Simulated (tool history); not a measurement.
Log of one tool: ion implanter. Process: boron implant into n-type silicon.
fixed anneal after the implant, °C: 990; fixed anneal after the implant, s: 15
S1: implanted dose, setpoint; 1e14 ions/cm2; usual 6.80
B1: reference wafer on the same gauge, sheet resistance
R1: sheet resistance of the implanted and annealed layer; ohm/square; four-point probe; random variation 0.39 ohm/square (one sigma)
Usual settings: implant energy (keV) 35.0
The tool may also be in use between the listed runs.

run 1 hour=0.0 | S1=5.72 implant_energy_(keV)=41.5 | B1=206.97 | R1=195.90
run 2 hour=14.5 | S1=5.72 implant_energy_(keV)=41.5 | B1=206.92 | R1=195.33
run 3 hour=27.8 | S1=5.72 implant_energy_(keV)=41.5 | B1=207.14 | R1=195.39
run 4 hour=37.3 | S1=6.80 implant_energy_(keV)=25.5 | B1=206.94 | R1=174.58
run 5 hour=52.4 | S1=6.80 implant_energy_(keV)=25.5 | B1=206.96 | R1=175.06
run 6 hour=69.8 | S1=6.80 implant_energy_(keV)=25.5 | B1=207.13 | R1=174.26
run 7 hour=84.1 | S1=6.80 implant_energy_(keV)=35.0 | B1=206.99 | R1=171.84
run 8 hour=91.0 | S1=6.21 implant_energy_(keV)=35.0 | B1=206.86 | R1=184.68
-- hour=107.1 gauge calibrated
run 9 hour=108.5 | S1=6.80 implant_energy_(keV)=35.0 | B1=207.08 | R1=170.52
-- hour=163.0 Faraday cup replaced and dose calibrated
run 10 hour=163.5 | S1=6.80 implant_energy_(keV)=35.0 | B1=207.05 | R1=177.30
run 11 hour=172.2 | S1=6.80 implant_energy_(keV)=35.0 | B1=207.03 | R1=176.47
run 12 hour=186.1 | S1=6.80 implant_energy_(keV)=35.0 | B1=206.84 | R1=177.40
run 13 hour=200.0 | S1=6.80 implant_energy_(keV)=35.0 | B1=206.92 | R1=176.52
run 14 hour=207.2 | S1=6.80 implant_energy_(keV)=35.0 | B1=206.99 | R1=176.12
run 15 hour=223.7 | S1=6.80 implant_energy_(keV)=46.5 | B1=207.12 | R1=174.02
run 16 hour=229.9 | S1=8.30 implant_energy_(keV)=47.0 | B1=207.17 | R1=148.36
run 17 hour=246.0 | S1=5.58 implant_energy_(keV)=35.0 | B1=206.99 | R1=206.52
run 18 hour=257.0 | S1=7.65 implant_energy_(keV)=27.0 | B1=207.16 | R1=161.99
run 19 hour=263.3 | S1=6.80 implant_energy_(keV)=35.0 | B1=207.04 | R1=175.38
-- hour=282.0 extraction supply calibrated
run 20 hour=282.5 | S1=6.20 implant_energy_(keV)=29.0 | B1=207.07 | R1=190.93
run 21 hour=285.6 | S1=6.80 implant_energy_(keV)=24.0 | B1=207.04 | R1=179.16
run 22 hour=294.3 | S1=7.79 implant_energy_(keV)=27.5 | B1=206.99 | R1=158.77
run 23 hour=302.8 | S1=6.80 implant_energy_(keV)=29.5 | B1=207.10 | R1=176.77
run 24 hour=308.9 | S1=7.99 implant_energy_(keV)=35.0 | B1=207.00 | R1=152.87
run 25 hour=318.3 | S1=6.80 implant_energy_(keV)=35.0 | B1=206.96 | R1=175.10
run 26 hour=334.0 | S1=6.80 implant_energy_(keV)=35.0 | B1=206.80 | R1=175.18

Run 27 comes next. What will it give?
run 27 hour=341.0 | S1=6.80 implant_energy_(keV)=35.0 | B1=? | R1=?

{"run 27": {"B1": 206.77, "R1": 174.31}}
Without the tool's hidden state the same run would have given R1 177.35 ohm/square.

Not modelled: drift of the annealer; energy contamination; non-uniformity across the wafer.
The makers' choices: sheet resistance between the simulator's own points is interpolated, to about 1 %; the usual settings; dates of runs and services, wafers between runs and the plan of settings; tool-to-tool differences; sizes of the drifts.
